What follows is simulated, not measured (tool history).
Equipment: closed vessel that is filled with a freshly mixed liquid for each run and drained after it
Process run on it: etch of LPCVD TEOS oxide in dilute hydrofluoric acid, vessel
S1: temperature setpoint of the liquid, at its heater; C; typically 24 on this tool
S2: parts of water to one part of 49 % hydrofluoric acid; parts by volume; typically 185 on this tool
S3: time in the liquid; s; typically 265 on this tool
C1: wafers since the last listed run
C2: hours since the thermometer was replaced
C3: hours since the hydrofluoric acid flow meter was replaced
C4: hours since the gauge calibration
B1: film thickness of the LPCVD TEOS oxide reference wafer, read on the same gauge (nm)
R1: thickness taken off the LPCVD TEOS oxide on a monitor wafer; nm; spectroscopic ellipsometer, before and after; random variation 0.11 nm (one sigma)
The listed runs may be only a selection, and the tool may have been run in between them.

run,day,S1,S2,S3,C1,C2,C3,C4,B1,R1
1,0,24,185,265,0,756.4,277.8,60.1,130.75,32.79
2,1.967,24,185,265,4061,803.6,325,107.3,131.01,32.99
# day 3.221: thermometer replaced
3,4.396,24,185,265,4930,28.2,383.3,165.6,131.3,32.94
4,7.267,21.5,150,265,5928,97.1,452.2,234.5,131.59,38.47
5,8.758,21.5,150,265,3080,132.9,488,270.3,131.71,38.7
6,10.6,21.5,150,265,3802,177.1,532.2,314.5,131.86,38.46
7,12.392,24,185,265,3699,220.1,575.2,357.5,132.01,33.28
8,18.254,24,185,265,12105,360.8,715.9,498.2,132.31,33.12
9,19.475,24,185,265,2520,390.1,745.2,527.5,132.37,33.06
# day 21.967: hydrofluoric acid flow meter replaced
10,22.217,24,185,265,5575,455.9,6,593.3,132.48,33.14
11,25.004,24,185,265,5756,522.8,72.9,660.2,132.52,33.27
12,27.038,22.5,185,265,4198,571.6,121.7,709,132.57,31.4
13,28.088,22.5,185,265,2168,596.8,146.9,734.2,132.59,31.53
14,29.5,20,210,265,2916,630.7,180.8,768.1,132.66,24.48
15,31.458,24,185,265,4043,677.7,227.8,815.1,132.65,33.16
16,34.008,27,130,345,5265,738.9,289,876.3,132.72,73.79
# day 35.879: thermometer replaced
17,36.071,24,235,220,4172,4.6,338.5,925.8,132.75,20.49
18,37.333,24,185,265,2607,34.9,368.8,956.1,132.76,33.15
19,38.554,24,115,110,2520,64.2,398.1,985.4,132.8,24.23
# day 39.825: gauge calibrated
20,45.692,27,140,335,14738,235.5,569.4,140.8,130.95,64.7
21,47.554,24,185,265,3846,280.2,614.1,185.5,131.13,32.91
22,49.088,24,185,265,3166,317,650.9,222.3,131.31,33.08
23,51.371,24,230,385,4715,371.8,705.7,277.1,131.48,36.81
24,53.542,27.5,240,220,4482,423.9,757.8,329.2,131.63,22.51
25,55.25,24,185,265,3527,464.9,798.8,370.2,131.76,33.24
26,57.075,26,185,310,3768,508.7,842.6,414,131.88,41.73

For each entry between runs, how does the tool's hidden state at the last listed run before it compare with that at the first listed run after it?
Run 2 -> run 3: thermometer replaced (day 3.221)
  gauge reads high (%): 0.781 -> 1
  measured result minus the result with no hidden state, R1: +0.26 -> +0.32 nm
Run 9 -> run 10: hydrofluoric acid flow meter replaced (day 21.967)
  gauge reads high (%): 1.8 -> 1.88
  measured result minus the result with no hidden state, R1: +0.58 -> +0.61 nm
Run 16 -> run 17: thermometer replaced (day 35.879)
  gauge reads high (%): 2.09 -> 2.11
  measured result minus the result with no hidden state, R1: +1.51 -> +0.42 nm
Run 19 -> run 20: gauge calibrated (day 39.825)
  gauge reads high (%): 2.13 -> 0.724
  measured result minus the result with no hidden state, R1: +0.5 -> +0.46 nm

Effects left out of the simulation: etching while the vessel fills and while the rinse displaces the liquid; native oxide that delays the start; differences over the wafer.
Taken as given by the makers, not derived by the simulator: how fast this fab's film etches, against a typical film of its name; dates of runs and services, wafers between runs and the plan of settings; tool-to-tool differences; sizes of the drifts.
